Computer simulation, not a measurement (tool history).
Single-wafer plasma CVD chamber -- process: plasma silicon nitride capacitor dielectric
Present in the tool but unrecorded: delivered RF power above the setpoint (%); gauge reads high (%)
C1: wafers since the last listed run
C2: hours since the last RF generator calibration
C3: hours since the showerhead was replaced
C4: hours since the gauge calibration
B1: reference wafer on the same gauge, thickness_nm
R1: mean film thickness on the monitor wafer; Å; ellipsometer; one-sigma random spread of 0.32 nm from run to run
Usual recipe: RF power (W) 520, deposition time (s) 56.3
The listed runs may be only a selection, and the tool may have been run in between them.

run 1 day=0 | RF_power_(W)=495 deposition_time_(s)=56.3 | C1=0 C2=451.8 C3=5781.6 C4=1415.3 | B1=98.31 | R1=800.59
run 2 day=3.192 | RF_power_(W)=450 deposition_time_(s)=56.3 | C1=2056 C2=528.4 C3=5858.2 C4=1491.9 | B1=98.314 | R1=774.84
run 3 day=6.525 | RF_power_(W)=450 deposition_time_(s)=56.3 | C1=2147 C2=608.4 C3=5938.2 C4=1571.9 | B1=98.288 | R1=772.93
run 4 day=9.488 | RF_power_(W)=450 deposition_time_(s)=56.3 | C1=1908 C2=679.5 C3=6009.3 C4=1643 | B1=98.346 | R1=769.21
run 5 day=12.742 | RF_power_(W)=520 deposition_time_(s)=56.3 | C1=2096 C2=757.6 C3=6087.4 C4=1721.1 | B1=98.329 | R1=808.51
run 6 day=15.6 | RF_power_(W)=520 deposition_time_(s)=56.3 | C1=1841 C2=826.2 C3=6156 C4=1789.7 | B1=98.312 | R1=805.47
run 7 day=27.212 | RF_power_(W)=545 deposition_time_(s)=64.2 | C1=7482 C2=1104.9 C3=6434.7 C4=2068.4 | B1=98.326 | R1=935.1
run 8 day=31.675 | RF_power_(W)=545 deposition_time_(s)=64.2 | C1=2875 C2=1212 C3=6541.8 C4=2175.5 | B1=98.292 | R1=929.45
run 9 day=34.938 | RF_power_(W)=445 deposition_time_(s)=56.3 | C1=2102 C2=1290.3 C3=6620.1 C4=2253.8 | B1=98.275 | R1=754.9
-- day=38.971 RF generator calibrated
run 10 day=39.371 | RF_power_(W)=600 deposition_time_(s)=48.6 | C1=2641 C2=9.6 C3=6726.5 C4=2360.2 | B1=98.401 | R1=747.17
run 11 day=43.204 | RF_power_(W)=600 deposition_time_(s)=48.6 | C1=2470 C2=101.6 C3=6818.5 C4=2452.2 | B1=98.263 | R1=746.88
run 12 day=47.229 | RF_power_(W)=600 deposition_time_(s)=48.6 | C1=2593 C2=198.2 C3=6915.1 C4=2548.8 | B1=98.257 | R1=740.99
run 13 day=51.421 | RF_power_(W)=520 deposition_time_(s)=56.3 | C1=2700 C2=298.8 C3=7015.7 C4=2649.4 | B1=98.301 | R1=816.76
run 14 day=52.992 | RF_power_(W)=520 deposition_time_(s)=56.3 | C1=1012 C2=336.5 C3=7053.4 C4=2687.1 | B1=98.261 | R1=819.63
-- day=62.812 gauge calibrated
-- day=64.142 showerhead replaced
run 15 day=65.454 | RF_power_(W)=520 deposition_time_(s)=52.5 | C1=7815 C2=635.6 C3=31.5 C4=63.4 | B1=98.274 | R1=755.59
run 16 day=69.312 | RF_power_(W)=520 deposition_time_(s)=62.2 | C1=2486 C2=728.2 C3=124.1 C4=156 | B1=98.335 | R1=894.2
run 17 day=72.833 | RF_power_(W)=585 deposition_time_(s)=64.8 | C1=2268 C2=812.7 C3=208.6 C4=240.5 | B1=98.245 | R1=969.15
run 18 day=76.858 | RF_power_(W)=585 deposition_time_(s)=64.8 | C1=2593 C2=909.3 C3=305.2 C4=337.1 | B1=98.363 | R1=971.4
run 19 day=80.792 | RF_power_(W)=585 deposition_time_(s)=64.8 | C1=2534 C2=1003.7 C3=399.6 C4=431.5 | B1=98.265 | R1=965.58
run 20 day=82.367 | RF_power_(W)=555 deposition_time_(s)=50.2 | C1=1014 C2=1041.5 C3=437.4 C4=469.3 | B1=98.311 | R1=741.16
run 21 day=84.2 | RF_power_(W)=615 deposition_time_(s)=65.7 | C1=1181 C2=1085.5 C3=481.4 C4=513.3 | B1=98.304 | R1=994.65
run 22 day=87.662 | RF_power_(W)=475 deposition_time_(s)=62.1 | C1=2231 C2=1168.6 C3=564.5 C4=596.4 | B1=98.339 | R1=858.96
run 23 day=89.638 | RF_power_(W)=585 deposition_time_(s)=50.4 | C1=1272 C2=1216 C3=611.9 C4=643.8 | B1=98.308 | R1=746.25
-- day=91.35 RF generator calibrated
run 24 day=91.712 | RF_power_(W)=520 deposition_time_(s)=56.3 | C1=1122 C2=8.7 C3=661.7 C4=693.6 | B1=98.292 | R1=830.51
run 25 day=95.129 | RF_power_(W)=490 deposition_time_(s)=63.5 | C1=2201 C2=90.7 C3=743.7 C4=775.6 | B1=98.338 | R1=909.92
run 26 day=97.488 | RF_power_(W)=520 deposition_time_(s)=56.3 | C1=1519 C2=147.3 C3=800.3 C4=832.2 | B1=98.312 | R1=824.78
run 27 day=100.204 | RF_power_(W)=560 deposition_time_(s)=67.5 | C1=1750 C2=212.5 C3=865.5 C4=897.4 | B1=98.344 | R1=1008.81
run 28 day=104.162 | RF_power_(W)=460 deposition_time_(s)=63 | C1=2550 C2=307.5 C3=960.5 C4=992.4 | B1=98.27 | R1=876.11
run 29 day=107.492 | RF_power_(W)=465 deposition_time_(s)=56.3 | C1=2145 C2=387.4 C3=1040.4 C4=1072.3 | B1=98.316 | R1=787.19
run 30 day=110.992 | RF_power_(W)=520 deposition_time_(s)=56.3 | C1=2255 C2=471.4 C3=1124.4 C4=1156.3 | B1=98.273 | R1=816.76
run 31 day=112.871 | RF_power_(W)=440 deposition_time_(s)=65.9 | C1=1210 C2=516.5 C3=1169.5 C4=1201.4 | B1=98.265 | R1=907.09
run 32 day=114.546 | RF_power_(W)=520 deposition_time_(s)=56.3 | C1=1079 C2=556.7 C3=1209.7 C4=1241.6 | B1=98.284 | R1=815.19
run 33 day=116.296 | RF_power_(W)=415 deposition_time_(s)=61.7 | C1=1127 C2=598.7 C3=1251.7 C4=1283.6 | B1=98.305 | R1=823.71
run 34 day=118.125 | RF_power_(W)=435 deposition_time_(s)=47 | C1=1178 C2=642.6 C3=1295.6 C4=1327.5 | B1=98.401 | R1=639.61
run 35 day=122.192 | RF_power_(W)=520 deposition_time_(s)=66.1 | C1=2620 C2=740.2 C3=1393.2 C4=1425.1 | B1=98.285 | R1=958.94
run 36 day=125.367 | RF_power_(W)=440 deposition_time_(s)=52.4 | C1=2045 C2=816.4 C3=1469.4 C4=1501.3 | B1=98.302 | R1=715.9
run 37 day=127.979 | RF_power_(W)=615 deposition_time_(s)=65.3 | C1=1683 C2=879.1 C3=1532.1 C4=1564 | B1=98.351 | R1=1000.97
run 38 day=130.038 | RF_power_(W)=600 deposition_time_(s)=56.3 | C1=1326 C2=928.5 C3=1581.5 C4=1613.4 | B1=98.346 | R1=855.08
run 39 day=133.054 | RF_power_(W)=520 deposition_time_(s)=56.3 | C1=1943 C2=1000.9 C3=1653.9 C4=1685.8 | B1=98.386 | R1=810.73
run 40 day=136.662 | RF_power_(W)=425 deposition_time_(s)=56.3 | C1=2325 C2=1087.5 C3=1740.5 C4=1772.4 | B1=98.316 | R1=749.02
run 41 day=139.704 | RF_power_(W)=590 deposition_time_(s)=64.8 | C1=1959 C2=1160.5 C3=1813.5 C4=1845.4 | B1=98.309 | R1=972.9
run 42 day=143.833 | RF_power_(W)=480 deposition_time_(s)=67.5 | C1=2660 C2=1259.6 C3=1912.6 C4=1944.5 | B1=98.329 | R1=936.91
run 43 day=145.421 | RF_power_(W)=420 deposition_time_(s)=66.8 | C1=1022 C2=1297.7 C3=1950.7 C4=1982.6 | B1=98.256 | R1=880.02

Run-by-run hidden state of the tool:
gauge reads high (%): 0 at every run
H1: delivered RF power above the setpoint (%)
run=1 H1=-4.72
run=2 H1=-5.14
run=3 H1=-5.59
run=4 H1=-5.99
run=5 H1=-6.43
run=6 H1=-6.82
run=7 H1=-8.38
run=8 H1=-8.98
run=9 H1=-9.42
run=10 H1=-2.01
run=11 H1=-2.52
run=12 H1=-3.07
run=13 H1=-3.63
run=14 H1=-3.84
run=15 H1=-5.52
run=16 H1=-6.04
run=17 H1=-6.51
run=18 H1=-7.05
run=19 H1=-7.58
run=20 H1=-7.8
run=21 H1=-8.04
run=22 H1=-8.51
run=23 H1=-8.77
run=24 H1=-0.117
run=25 H1=-0.577
run=26 H1=-0.894
run=27 H1=-1.26
run=28 H1=-1.79
run=29 H1=-2.24
run=30 H1=-2.71
run=31 H1=-2.97
run=32 H1=-3.19
run=33 H1=-3.43
run=34 H1=-3.67
run=35 H1=-4.22
run=36 H1=-4.65
run=37 H1=-5
run=38 H1=-5.28
run=39 H1=-5.68
run=40 H1=-6.17
run=41 H1=-6.58
run=42 H1=-7.13
run=43 H1=-7.35
